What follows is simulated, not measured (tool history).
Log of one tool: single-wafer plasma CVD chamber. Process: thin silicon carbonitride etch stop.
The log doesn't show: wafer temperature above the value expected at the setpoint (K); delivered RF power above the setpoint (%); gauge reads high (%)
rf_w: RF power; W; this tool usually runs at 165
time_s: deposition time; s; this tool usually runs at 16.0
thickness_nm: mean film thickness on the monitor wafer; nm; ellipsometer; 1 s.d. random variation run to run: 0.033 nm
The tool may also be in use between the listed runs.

run	day	rf_w	time_s	wafers since the last listed run	hours since the last thermocouple change	hours since the last RF generator calibration	hours since the showerhead was replaced	hours since the gauge calibration	read-back reference wafer on the same gauge, thickness_nm	thickness_nm
1	0.000	165	16.0	0	2123.0	2091.7	6678.6	244.7	7.884	8.863
2	0.529	155	16.0	347	2135.7	2104.4	6691.3	257.4	7.892	8.725
3	0.804	155	16.0	180	2142.3	2111.0	6697.9	264.0	7.892	8.731
4	1.200	155	16.0	259	2151.8	2120.5	6707.4	273.5	7.892	8.738
5	1.917	165	16.0	470	2169.0	2137.7	6724.6	290.7	7.892	8.888
6	2.262	165	16.0	227	2177.3	2146.0	6732.9	299.0	7.893	8.777
7	2.667	165	16.0	265	2187.0	2155.7	6742.6	308.7	7.892	8.905
8	3.033	165	16.0	240	2195.8	2164.5	6751.4	317.5	7.882	8.862
9	3.329	165	16.0	194	2202.9	2171.6	6758.5	324.6	7.887	8.857
10	3.725	165	16.0	259	2212.4	2181.1	6768.0	334.1	7.893	8.902
11	4.079	165	16.0	232	2220.9	2189.6	6776.5	342.6	7.890	8.856
12	4.392	145	13.6	205	2228.4	2197.1	6784.0	350.1	7.888	7.275
13	4.879	165	16.0	320	2240.1	2208.8	6795.7	361.8	7.894	8.821
14	5.412	165	16.0	350	2252.9	2221.6	6808.5	374.6	7.888	8.851
# day 6.171: thermocouple changed; heater temperature recalibrated
# day 6.517: showerhead replaced
15	6.538	165	16.0	300	8.8	2248.6	0.5	401.6	7.889	8.924
16	6.567	190	18.1	19	9.5	2249.3	1.2	402.3	7.891	10.361
17	6.817	200	16.0	164	15.5	2255.3	7.2	408.3	7.885	9.332
# day 7.154: RF generator calibrated
18	7.362	145	17.4	139	28.6	5.0	20.3	421.4	7.893	9.366
19	7.950	155	14.6	385	42.7	19.1	34.4	435.5	7.887	7.947
20	8.454	165	16.0	331	54.8	31.2	46.5	447.6	7.893	8.798
21	8.775	130	13.5	210	62.5	38.9	54.2	455.3	7.892	7.018
22	9.242	130	15.2	306	73.7	50.1	65.4	466.5	7.887	8.007
23	9.925	165	16.0	448	90.1	66.5	81.8	482.9	7.895	8.871
24	10.458	165	15.0	350	102.9	79.3	94.6	495.7	7.890	8.306
# day 10.504: gauge calibrated
25	11.200	165	13.2	487	120.7	97.1	112.4	16.7	7.892	7.314
26	11.896	135	17.7	456	137.4	113.8	129.1	33.4	7.889	9.394
27	12.496	155	18.1	394	151.8	128.2	143.5	47.8	7.893	9.948
28	12.879	165	16.0	251	161.0	137.4	152.7	57.0	7.892	8.889
29	13.608	165	16.0	478	178.5	154.9	170.2	74.5	7.894	8.867
30	14.158	140	18.0	361	191.7	168.1	183.4	87.7	7.889	9.566
31	14.533	185	13.6	246	200.7	177.1	192.4	96.7	7.891	7.738
32	15.000	165	14.0	306	211.9	188.3	203.6	107.9	7.894	7.718
33	15.458	145	16.0	300	222.9	199.3	214.6	118.9	7.890	8.570
34	16.021	165	15.0	369	236.4	212.8	228.1	132.4	7.895	8.314
35	16.579	175	13.3	366	249.8	226.2	241.5	145.8	7.887	7.511
36	16.921	175	13.2	224	258.0	234.4	249.7	154.0	7.889	7.425

Hidden state at the last listed run before each entry between runs and at the first one after, where it differs:
Run 14 -> run 15: thermocouple changed; heater temperature recalibrated (day 6.171); showerhead replaced (day 6.517)
  both runs share identical hidden conditions
Run 17 -> run 18: RF generator calibrated (day 7.154)
  both runs share identical hidden conditions
Run 24 -> run 25: gauge calibrated (day 10.504)
  both runs share identical hidden conditions

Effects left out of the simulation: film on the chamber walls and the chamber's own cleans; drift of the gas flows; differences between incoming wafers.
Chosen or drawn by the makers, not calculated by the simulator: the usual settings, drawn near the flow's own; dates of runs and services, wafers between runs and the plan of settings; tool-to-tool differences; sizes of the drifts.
